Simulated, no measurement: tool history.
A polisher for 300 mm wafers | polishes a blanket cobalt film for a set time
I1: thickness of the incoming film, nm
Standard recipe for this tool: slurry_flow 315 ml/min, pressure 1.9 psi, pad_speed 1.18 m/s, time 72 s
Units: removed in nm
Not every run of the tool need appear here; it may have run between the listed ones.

Run 1, hour 0.0: usual settings; I1 1250.0. Result: removed 323.9 nm.
Run 2, hour 51.7: usual settings; I1 1231.8. Result: removed 324.6 nm.
Run 3, hour 78.5: usual settings; I1 1213.9. Result: removed 325.4 nm.
Run 4, hour 130.2: usual settings; I1 1210.8. Result: removed 321.1 nm.
Run 5, hour 180.5: usual settings; I1 1235.0. Result: removed 319.5 nm.
At hour 200.1: worn pad replaced by a new one.
At hour 205.1: head pressure recalibrated.
Run 6, hour 228.6: usual settings; I1 1223.9. Result: removed 324.9 nm.
At hour 257.0: slurry nozzle cleaned.
Run 7, hour 282.5: usual settings but slurry_flow 265 ml/min; I1 1241.0. Result: removed 330.7 nm.
Run 8, hour 317.8: usual settings but slurry_flow 265 ml/min; I1 1234.2. Result: removed 322.9 nm.
Run 9, hour 389.5: usual settings but pressure 1.7 psi, time 78 s; I1 1226.7. Result: removed 315.5 nm.
Run 10, hour 435.6: usual settings but pressure 1.7 psi, time 78 s; I1 1221.7. Result: removed 317.8 nm.
Run 11, hour 490.0: usual settings but pressure 1.7 psi, time 78 s; I1 1255.0. Result: removed 311.5 nm.
Run 12, hour 530.3: usual settings; I1 1223.3. Result: removed 319.7 nm.
At hour 541.3: worn pad replaced by a new one.
At hour 564.8: slurry nozzle cleaned.
Run 13, hour 591.3: usual settings but slurry_flow 380 ml/min; I1 1214.7. Result: removed 296.8 nm.
Run 14, hour 679.4: usual settings but slurry_flow 380 ml/min; I1 1231.3. Result: removed 295.9 nm.
Run 15, hour 712.5: usual settings; I1 1230.4. Result: removed 292.9 nm.
At hour 750.3: worn pad replaced by a new one, repeated, since the last time left the tool worse.
Run 16, hour 768.6: usual settings but time 63 s; I1 1235.1. Result: removed 293.2 nm.
Run 17, hour 795.5: usual settings; I1 1232.7. Result: removed 337.4 nm.
Run 18, hour 849.8: usual settings; I1 1237.4. Result: removed 328.0 nm.
At hour 876.3: slurry nozzle cleaned.
Run 19, hour 877.0: usual settings but pad_speed 0.94 m/s, time 62 s; I1 1247.1. Result: removed 246.9 nm.
Run 20, hour 938.6: usual settings; I1 1216.8. Result: removed 325.5 nm.
Run 21, hour 976.5: usual settings; I1 1225.8. Result: removed 332.4 nm.
Run 22, hour 1044.6: usual settings; I1 1231.0. Result: removed 319.6 nm.
At hour 1061.3: worn pad replaced by a new one.
Run 23, hour 1086.8: usual settings; I1 1216.1. Result: removed 338.6 nm.
At hour 1130.5: slurry nozzle cleaned.
Run 24, hour 1139.3: usual settings but pad_speed 1.48 m/s; I1 1254.4. Result: removed 394.1 nm.
At hour 1141.7: head pressure recalibrated.
Run 25, hour 1275.8: usual settings but pad_speed 1.30 m/s, time 53 s; I1 1247.1. Result: removed 250.2 nm.
Run 26, hour 1309.2: usual settings but pressure 2.2 psi; I1 1235.8. Result: removed 365.6 nm.
Run 27, hour 1336.9: usual settings but time 86 s; I1 1214.1. Result: removed 385.5 nm.

Run 28, settings as shown, results not yet in. Your forecast:
Run 28, hour 1381.4: usual settings but slurry_flow 260 ml/min, pressure 1.5 psi, pad_speed 0.76 m/s, time 52 s; I1 1232.7. Result: removed ?.

Run 28 yielded removed 137.4 nm.
The same run, on a tool lacking any hidden state, would have yielded removed 147.0 nm.
